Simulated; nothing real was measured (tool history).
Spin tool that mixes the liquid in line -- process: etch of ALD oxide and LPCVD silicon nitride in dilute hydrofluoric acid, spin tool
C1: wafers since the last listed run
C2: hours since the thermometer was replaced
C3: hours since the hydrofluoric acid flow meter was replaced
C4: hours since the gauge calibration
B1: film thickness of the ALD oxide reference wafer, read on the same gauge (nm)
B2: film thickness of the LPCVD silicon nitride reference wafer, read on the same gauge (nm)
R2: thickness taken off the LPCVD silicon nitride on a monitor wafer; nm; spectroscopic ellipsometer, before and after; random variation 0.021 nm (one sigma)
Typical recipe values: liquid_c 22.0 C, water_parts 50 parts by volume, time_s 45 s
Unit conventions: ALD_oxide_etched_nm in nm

run 1 day=0.000 | liquid_c=25.0 water_parts=50 time_s=45 | C1=0 C2=1017.3 C3=273.8 C4=2072.2 | B1=50.00 B2=120.017 | ALD_oxide_etched_nm=13.72 R2=0.528
run 2 day=1.550 | liquid_c=22.0 water_parts=50 time_s=45 | C1=601 C2=1054.5 C3=311.0 C4=2109.4 | B1=49.97 B2=120.020 | ALD_oxide_etched_nm=12.05 R2=0.379
run 3 day=3.604 | liquid_c=22.0 water_parts=50 time_s=45 | C1=796 C2=1103.8 C3=360.3 C4=2158.7 | B1=49.99 B2=119.998 | ALD_oxide_etched_nm=11.97 R2=0.376
run 4 day=7.950 | liquid_c=22.0 water_parts=65 time_s=45 | C1=1685 C2=1208.1 C3=464.6 C4=2263.0 | B1=50.01 B2=119.978 | ALD_oxide_etched_nm=9.06 R2=0.305
-- day=10.946 thermometer replaced
run 5 day=12.404 | liquid_c=20.5 water_parts=50 time_s=45 | C1=1711 C2=35.0 C3=571.5 C4=2369.9 | B1=49.98 B2=120.008 | ALD_oxide_etched_nm=11.26 R2=0.382
run 6 day=14.908 | liquid_c=22.0 water_parts=50 time_s=25 | C1=971 C2=95.1 C3=631.6 C4=2430.0 | B1=50.03 B2=119.997 | ALD_oxide_etched_nm=6.63 R2=0.207
run 7 day=18.667 | liquid_c=22.0 water_parts=60 time_s=35 | C1=1457 C2=185.3 C3=721.8 C4=2520.2 | B1=50.00 B2=119.998 | ALD_oxide_etched_nm=7.66 R2=0.235
run 8 day=22.029 | liquid_c=26.0 water_parts=30 time_s=45 | C1=1304 C2=266.0 C3=802.5 C4=2600.9 | B1=49.99 B2=120.021 | ALD_oxide_etched_nm=23.82 R2=0.854
run 9 day=26.017 | liquid_c=17.5 water_parts=30 time_s=45 | C1=1546 C2=361.7 C3=898.2 C4=2696.6 | B1=50.00 B2=119.990 | ALD_oxide_etched_nm=16.77 R2=0.449
run 10 day=29.138 | liquid_c=25.0 water_parts=60 time_s=65 | C1=1210 C2=436.6 C3=973.1 C4=2771.5 | B1=49.98 B2=120.005 | ALD_oxide_etched_nm=16.00 R2=0.568
run 11 day=31.971 | liquid_c=17.0 water_parts=60 time_s=65 | C1=1099 C2=504.6 C3=1041.1 C4=2839.5 | B1=49.99 B2=120.020 | ALD_oxide_etched_nm=11.51 R2=0.349
run 12 day=35.246 | liquid_c=22.0 water_parts=50 time_s=45 | C1=1270 C2=583.2 C3=1119.7 C4=2918.1 | B1=50.00 B2=119.997 | ALD_oxide_etched_nm=11.82 R2=0.391
run 13 day=39.600 | liquid_c=22.0 water_parts=70 time_s=45 | C1=1689 C2=687.7 C3=1224.2 C4=3022.6 | B1=49.99 B2=120.039 | ALD_oxide_etched_nm=8.19 R2=0.281
run 14 day=42.183 | liquid_c=22.0 water_parts=50 time_s=40 | C1=1002 C2=749.7 C3=1286.2 C4=3084.6 | B1=50.00 B2=120.007 | ALD_oxide_etched_nm=10.46 R2=0.331
run 15 day=46.346 | liquid_c=24.5 water_parts=50 time_s=45 | C1=1614 C2=849.6 C3=1386.1 C4=3184.5 | B1=50.02 B2=119.978 | ALD_oxide_etched_nm=12.97 R2=0.461
run 16 day=48.646 | liquid_c=17.5 water_parts=50 time_s=45 | C1=892 C2=904.8 C3=1441.3 C4=3239.7 | B1=49.99 B2=119.993 | ALD_oxide_etched_nm=9.71 R2=0.291
run 17 day=52.954 | liquid_c=18.5 water_parts=50 time_s=65 | C1=1671 C2=1008.2 C3=1544.7 C4=3343.1 | B1=50.01 B2=119.993 | ALD_oxide_etched_nm=14.51 R2=0.429
run 18 day=55.112 | liquid_c=18.0 water_parts=50 time_s=65 | C1=837 C2=1060.0 C3=1596.5 C4=3394.9 | B1=49.99 B2=119.999 | ALD_oxide_etched_nm=14.26 R2=0.431
-- day=60.892 gauge calibrated
run 19 day=66.888 | liquid_c=26.0 water_parts=30 time_s=65 | C1=4567 C2=1342.6 C3=1879.1 C4=143.9 | B1=49.99 B2=119.994 | ALD_oxide_etched_nm=33.48 R2=1.063
run 20 day=69.367 | liquid_c=22.0 water_parts=50 time_s=55 | C1=961 C2=1402.1 C3=1938.6 C4=203.4 | B1=50.00 B2=119.985 | ALD_oxide_etched_nm=14.10 R2=0.453
-- day=70.238 hydrofluoric acid flow meter replaced
run 21 day=73.200 | liquid_c=20.0 water_parts=50 time_s=45 | C1=1470 C2=1494.1 C3=71.1 C4=295.4 | B1=50.00 B2=120.015 | ALD_oxide_etched_nm=11.07 R2=0.344
run 22 day=76.388 | liquid_c=22.0 water_parts=50 time_s=45 | C1=1236 C2=1570.6 C3=147.6 C4=371.9 | B1=50.01 B2=120.015 | ALD_oxide_etched_nm=12.04 R2=0.394
-- day=80.329 thermometer replaced
run 23 day=80.775 | liquid_c=22.0 water_parts=50 time_s=35 | C1=1685 C2=10.7 C3=252.9 C4=477.2 | B1=50.02 B2=120.006 | ALD_oxide_etched_nm=9.36 R2=0.306
run 24 day=83.821 | liquid_c=22.0 water_parts=40 time_s=25 | C1=1181 C2=83.8 C3=326.0 C4=550.3 | B1=50.01 B2=120.012 | ALD_oxide_etched_nm=8.51 R2=0.289
run 25 day=87.650 | liquid_c=26.5 water_parts=50 time_s=45 | C1=1485 C2=175.7 C3=417.9 C4=642.2 | B1=50.00 B2=119.995 | ALD_oxide_etched_nm=14.47 R2=0.509
run 26 day=90.425 | liquid_c=22.0 water_parts=50 time_s=45 | C1=1076 C2=242.3 C3=484.5 C4=708.8 | B1=50.02 B2=120.008 | ALD_oxide_etched_nm=12.02 R2=0.418
run 27 day=94.867 | liquid_c=22.0 water_parts=60 time_s=45 | C1=1722 C2=348.9 C3=591.1 C4=815.4 | B1=50.00 B2=120.009 | ALD_oxide_etched_nm=9.80 R2=0.292

The logged runs with the hidden state left out (each run's random variation unchanged):
Unlogged tool condition in this case: liquid hotter than its thermometer reads (K); hydrofluoric acid flow below the setpoint (%); gauge reads high (%).
run=1 ALD_oxide_etched_nm=13.89 R2=0.534
run=2 ALD_oxide_etched_nm=12.21 R2=0.384
run=3 ALD_oxide_etched_nm=12.15 R2=0.381
run=4 ALD_oxide_etched_nm=9.22 R2=0.310
run=5 ALD_oxide_etched_nm=11.49 R2=0.389
run=6 ALD_oxide_etched_nm=6.77 R2=0.211
run=7 ALD_oxide_etched_nm=7.85 R2=0.240
run=8 ALD_oxide_etched_nm=24.43 R2=0.874
run=9 ALD_oxide_etched_nm=17.24 R2=0.461
run=10 ALD_oxide_etched_nm=16.50 R2=0.584
run=11 ALD_oxide_etched_nm=11.89 R2=0.360
run=12 ALD_oxide_etched_nm=12.22 R2=0.403
run=13 ALD_oxide_etched_nm=8.50 R2=0.291
run=14 ALD_oxide_etched_nm=10.87 R2=0.343
run=15 ALD_oxide_etched_nm=13.51 R2=0.479
run=16 ALD_oxide_etched_nm=10.13 R2=0.302
run=17 ALD_oxide_etched_nm=15.17 R2=0.447
run=18 ALD_oxide_etched_nm=14.93 R2=0.449
run=19 ALD_oxide_etched_nm=35.29 R2=1.116
run=20 ALD_oxide_etched_nm=14.90 R2=0.477
run=21 ALD_oxide_etched_nm=11.14 R2=0.346
run=22 ALD_oxide_etched_nm=12.13 R2=0.396
run=23 ALD_oxide_etched_nm=9.46 R2=0.309
run=24 ALD_oxide_etched_nm=8.61 R2=0.292
run=25 ALD_oxide_etched_nm=14.68 R2=0.516
run=26 ALD_oxide_etched_nm=12.21 R2=0.424
run=27 ALD_oxide_etched_nm=9.99 R2=0.297
